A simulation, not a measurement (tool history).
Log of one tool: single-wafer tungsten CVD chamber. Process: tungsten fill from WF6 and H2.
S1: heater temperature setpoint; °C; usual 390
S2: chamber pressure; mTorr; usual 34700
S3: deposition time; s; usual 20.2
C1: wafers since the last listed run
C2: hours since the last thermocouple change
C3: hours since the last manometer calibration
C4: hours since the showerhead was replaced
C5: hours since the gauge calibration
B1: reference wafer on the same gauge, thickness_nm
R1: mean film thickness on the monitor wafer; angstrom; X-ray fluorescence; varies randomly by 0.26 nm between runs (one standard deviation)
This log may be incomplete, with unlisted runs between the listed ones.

Run 1, hour 0.0: usual settings; C1 0; C2 2217.7; C3 1746.7; C4 3010.0; C5 308.4; B1 51.781. Result: R1 520.00 angstrom.
Run 2, hour 39.8: usual settings; C1 1213; C2 2257.5; C3 1786.5; C4 3049.8; C5 348.2; B1 51.862. Result: R1 523.01 angstrom.
Run 3, hour 80.2: usual settings; C1 1232; C2 2297.9; C3 1826.9; C4 3090.2; C5 388.6; B1 51.795. Result: R1 522.32 angstrom.
Run 4, hour 149.1: usual settings; C1 2101; C2 2366.8; C3 1895.8; C4 3159.1; C5 457.5; B1 51.945. Result: R1 526.11 angstrom.
Run 5, hour 181.0: usual settings but S3 18.4 s; C1 972; C2 2398.7; C3 1927.7; C4 3191.0; C5 489.4; B1 52.155. Result: R1 474.06 angstrom.
Run 6, hour 228.1: usual settings but S3 18.4 s; C1 1436; C2 2445.8; C3 1974.8; C4 3238.1; C5 536.5; B1 52.073. Result: R1 477.47 angstrom.
Run 7, hour 268.5: usual settings but S1 398 °C; C1 1232; C2 2486.2; C3 2015.2; C4 3278.5; C5 576.9; B1 52.257. Result: R1 629.49 angstrom.
Run 8, hour 292.9: usual settings but S2 36700 mTorr; C1 744; C2 2510.6; C3 2039.6; C4 3302.9; C5 601.3; B1 52.050. Result: R1 535.82 angstrom.
Run 9, hour 334.1: usual settings but S2 36700 mTorr; C1 1256; C2 2551.8; C3 2080.8; C4 3344.1; C5 642.5; B1 52.228. Result: R1 537.30 angstrom.
Run 10, hour 377.4: usual settings; C1 1320; C2 2595.1; C3 2124.1; C4 3387.4; C5 685.8; B1 52.252. Result: R1 527.41 angstrom.
Run 11, hour 440.5: usual settings; C1 1924; C2 2658.2; C3 2187.2; C4 3450.5; C5 748.9; B1 52.220. Result: R1 525.91 angstrom.
Run 12, hour 484.7: usual settings; C1 1348; C2 2702.4; C3 2231.4; C4 3494.7; C5 793.1; B1 52.314. Result: R1 527.92 angstrom.
At hour 540.1: thermocouple changed; heater temperature recalibrated.
At hour 586.9: gauge calibrated.
At hour 628.0: capacitance manometer re-zeroed and calibrated.
Run 13, hour 650.9: usual settings but S1 385 °C, S2 30500 mTorr; C1 4581; C2 110.8; C3 22.9; C4 3660.9; C5 64.0; B1 50.812. Result: R1 440.71 angstrom.
Run 14, hour 706.7: usual settings but S1 385 °C, S2 30500 mTorr; C1 1701; C2 166.6; C3 78.7; C4 3716.7; C5 119.8; B1 51.109. Result: R1 439.98 angstrom.
Run 15, hour 752.4: usual settings but S2 26500 mTorr; C1 1393; C2 212.3; C3 124.4; C4 3762.4; C5 165.5; B1 51.354. Result: R1 470.79 angstrom.
Run 16, hour 812.4: usual settings but S1 376 °C; C1 1829; C2 272.3; C3 184.4; C4 3822.4; C5 225.5; B1 51.569. Result: R1 377.09 angstrom.
Run 17, hour 870.3: usual settings but S1 396 °C, S2 29900 mTorr; C1 1765; C2 330.2; C3 242.3; C4 3880.3; C5 283.4; B1 51.526. Result: R1 562.51 angstrom.
Run 18, hour 913.0: usual settings but S2 28200 mTorr; C1 1302; C2 372.9; C3 285.0; C4 3923.0; C5 326.1; B1 51.836. Result: R1 485.30 angstrom.
At hour 922.2: showerhead replaced.
Run 19, hour 942.8: usual settings but S2 40000 mTorr, S3 16.2 s; C1 664; C2 402.7; C3 314.8; C4 20.6; C5 355.9; B1 51.635. Result: R1 438.87 angstrom.
Run 20, hour 975.7: usual settings but S1 377 °C, S3 22.1 s; C1 1003; C2 435.6; C3 347.7; C4 53.5; C5 388.8; B1 51.861. Result: R1 427.04 angstrom.
Run 21, hour 1030.8: usual settings but S1 381 °C, S2 30400 mTorr, S3 22.5 s; C1 1680; C2 490.7; C3 402.8; C4 108.6; C5 443.9; B1 51.954. Result: R1 454.62 angstrom.
Run 22, hour 1122.4: usual settings but S1 384 °C, S2 43100 mTorr, S3 17.6 s; C1 2793; C2 582.3; C3 494.4; C4 200.2; C5 535.5; B1 52.084. Result: R1 431.48 angstrom.
Run 23, hour 1167.3: usual settings; C1 1369; C2 627.2; C3 539.3; C4 245.1; C5 580.4; B1 52.192. Result: R1 525.26 angstrom.
Run 24, hour 1236.3: usual settings; C1 2104; C2 696.2; C3 608.3; C4 314.1; C5 649.4; B1 52.218. Result: R1 524.97 angstrom.
Run 25, hour 1294.2: usual settings but S1 402 °C, S2 31500 mTorr, S3 22.7 s; C1 1765; C2 754.1; C3 666.2; C4 372.0; C5 707.3; B1 52.279. Result: R1 735.13 angstrom.
Run 26, hour 1341.5: usual settings; C1 1442; C2 801.4; C3 713.5; C4 419.3; C5 754.6; B1 52.244. Result: R1 522.67 angstrom.
Run 27, hour 1406.4: usual settings but S2 41900 mTorr, S3 22.5 s; C1 1979; C2 866.3; C3 778.4; C4 484.2; C5 819.5; B1 52.211. Result: R1 623.18 angstrom.
Run 28, hour 1477.4: usual settings but S3 23.8 s; C1 2165; C2 937.3; C3 849.4; C4 555.2; C5 890.5; B1 52.184. Result: R1 621.12 angstrom.

Estimate the outcome of run 29 from the log above:
Run 29, hour 1508.3: usual settings; C1 942; C2 968.2; C3 880.3; C4 586.1; C5 921.4; B1 ?. Result: R1 ?.

{"run 29": {"B1": 52.356, "R1": 522.02}}
Minus the tool's unlogged condition, the same run would have read R1 502.82 angstrom.
